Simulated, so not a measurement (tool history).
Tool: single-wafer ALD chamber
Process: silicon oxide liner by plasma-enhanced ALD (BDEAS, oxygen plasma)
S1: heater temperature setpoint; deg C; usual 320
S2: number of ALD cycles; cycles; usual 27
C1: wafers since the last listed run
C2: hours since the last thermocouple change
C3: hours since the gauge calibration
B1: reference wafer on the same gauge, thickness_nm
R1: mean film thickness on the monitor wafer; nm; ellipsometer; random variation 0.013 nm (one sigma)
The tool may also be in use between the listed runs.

run	hour	S1	S2	C1	C2	C3	B1	R1
1	0	320	25	0	1746	250.6	2.959	2.412
2	14.6	320	25	115	1760.6	265.2	2.962	2.397
3	27.8	320	27	104	1773.8	278.4	2.958	2.578
4	44.3	320	27	131	1790.3	294.9	2.965	2.575
5	57	320	27	100	1803	307.6	2.966	2.565
6	71	327	27	111	1817	321.6	2.956	2.561
7	77.7	327	27	53	1823.7	328.3	2.956	2.573
8	91	327	27	105	1837	341.6	2.965	2.572
9	105.2	320	27	112	1851.2	355.8	2.958	2.61
10	117	320	27	93	1863	367.6	2.964	2.569
11	130.2	320	27	104	1876.2	380.8	2.958	2.599
12	137.3	320	27	56	1883.3	387.9	2.961	2.581
13	151.8	330	27	115	1897.8	402.4	2.962	2.583
14	169.6	320	27	141	1915.6	420.2	2.951	2.594
15	175.6	320	27	47	1921.6	426.2	2.954	2.571
16	186.7	320	27	88	1932.7	437.3	2.961	2.579
17	203.7	317	25	135	1949.7	454.3	2.958	2.428
18	219.1	317	25	122	1965.1	469.7	2.968	2.406
19	234.5	320	27	122	1980.5	485.1	2.957	2.592
20	247.5	320	30	103	1993.5	498.1	2.959	2.883
# hour 247.6: gauge calibrated
21	255	306	24	59	2001	7.4	2.961	2.352
# hour 268.5: thermocouple changed; heater temperature recalibrated
22	271.6	332	24	68	3.1	24	2.966	2.235
23	321.4	324	32	395	52.9	73.8	2.962	3.024
24	333.1	320	32	92	64.6	85.5	2.963	3.049
25	349.8	315	24	132	81.3	102.2	2.964	2.314
26	364.7	331	22	118	96.2	117.1	2.965	2.061
27	380	326	22	121	111.5	132.4	2.96	2.085
28	391.3	330	32	89	122.8	143.7	2.959	3.04
29	397.5	332	22	49	129	149.9	2.96	2.073
30	413.4	320	25	126	144.9	165.8	2.957	2.399
31	436.6	320	22	184	168.1	189	2.96	2.102
32	446.3	320	29	77	177.8	198.7	2.963	2.759
33	455.6	329	27	73	187.1	208	2.957	2.56
34	475.8	335	23	160	207.3	228.2	2.959	2.149
35	493.2	327	27	138	224.7	245.6	2.953	2.552
36	502	320	27	69	233.5	254.4	2.966	2.576
37	512.7	331	27	84	244.2	265.1	2.959	2.549
38	522.1	330	32	74	253.6	274.5	2.963	3.035

How the hidden state differs across the entries between the runs, from the last listed run before each to the first after it:
Between runs 20 and 21: gauge calibrated (hour 247.6)
  no hidden state differs between the two runs
Between runs 21 and 22: thermocouple changed; heater temperature recalibrated (hour 268.5)
  no hidden state differs between the two runs

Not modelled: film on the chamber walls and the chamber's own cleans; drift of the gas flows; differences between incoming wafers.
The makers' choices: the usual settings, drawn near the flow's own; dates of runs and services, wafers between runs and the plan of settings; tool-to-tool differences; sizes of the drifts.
